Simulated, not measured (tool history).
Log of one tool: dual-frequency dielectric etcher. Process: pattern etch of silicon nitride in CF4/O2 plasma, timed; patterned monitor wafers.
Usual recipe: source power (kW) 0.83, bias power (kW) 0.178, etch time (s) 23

run     day  source power (kW)  bias power (kW)  etch time (s)  read-back reference wafer on the same gauge, depth_nm  mean etch depth across the wafer (Å)
  1       0               0.83            0.178           28.5                                                   64.6                                  1008
  2   3.288               0.83            0.178             23                                                   64.5                                   821
  3   5.542               0.83            0.178             23                                                   64.6                                   815
  4   8.408               0.83            0.178             23                                                   64.6                                   814
     10.042  -- wet clean of the chamber
  5  12.125               0.83            0.178             23                                                   64.6                                   825
  6  14.308               0.83              0.2             23                                                   64.7                                   857
  7  18.025               0.83              0.2             23                                                   64.6                                   846
  8  22.154               0.83              0.2             23                                                   64.5                                   843
     23.471  -- source power generator calibrated
      32.15  -- wet clean of the chamber
  9  32.171               0.77            0.178           19.5                                                   64.6                                   628
     33.779  -- gauge calibrated
 10  33.979               0.77            0.178           19.5                                                   64.5                                   625
 11  37.962               0.89            0.178             23                                                   64.6                                   843
 12  41.408               0.89            0.178             23                                                   64.5                                   851
 13  43.508               0.89            0.178             23                                                   64.7                                   845
     45.483  -- bias power generator calibrated
     46.892  -- upper electrode replaced
 14  47.617               0.67            0.162             23                                                   64.7                                   629
 15  49.271               1.01            0.142           28.5                                                   64.6                                  1109
 16  51.817               0.83            0.178             23                                                   64.6                                   791
     54.196  -- wet clean of the chamber
 17  54.217               0.83            0.178             23                                                   64.6                                   806
 18  56.362               0.92            0.142             29                                                   64.5                                  1056
 19  57.979               0.83            0.178           28.5                                                   64.6                                   997
 20  59.488               0.83            0.178             23                                                   64.6                                   803
 21  62.388               0.83            0.213             29                                                   64.6                                  1063
 22    65.5               0.67            0.193           16.5                                                   64.6                                   481
 23  68.338               0.69            0.178           25.5                                                   64.5                                   741
 24  72.112               0.83            0.211           26.5                                                   64.6                                   960
     74.738  -- wet clean of the chamber
 25  74.758               0.83            0.205           16.5                                                   64.7                                   605
 26  78.233               0.83            0.178             23                                                   64.7                                   817

Here are 5 independent what-if runs from the current tool condition. What would each one return?
  A  78.25               0.83            0.178             23                                                      ?                                     ?
  B  78.25               0.83            0.145             23                                                      ?                                     ?
  C  78.25                0.7            0.155           27.5                                                      ?                                     ?
  D  78.25               0.77            0.178           28.5                                                      ?                                     ?
  E  78.25               0.76            0.178             23                                                      ?                                     ?

run  read-back reference wafer on the same gauge, depth_nm  mean etch depth across the wafer (Å)
  A                                                   64.6                                   811
  B                                                   64.6                                   768
  C                                                   64.6                                   791
  D                                                   64.6                                   934
  E                                                   64.6                                   744
Stripped of hidden state, with their random variation kept, the same runs would have yielded:
run  mean etch depth across the wafer (Å)
  A                                   794
  B                                   752
  C                                   775
  D                                   915
  E                                   729

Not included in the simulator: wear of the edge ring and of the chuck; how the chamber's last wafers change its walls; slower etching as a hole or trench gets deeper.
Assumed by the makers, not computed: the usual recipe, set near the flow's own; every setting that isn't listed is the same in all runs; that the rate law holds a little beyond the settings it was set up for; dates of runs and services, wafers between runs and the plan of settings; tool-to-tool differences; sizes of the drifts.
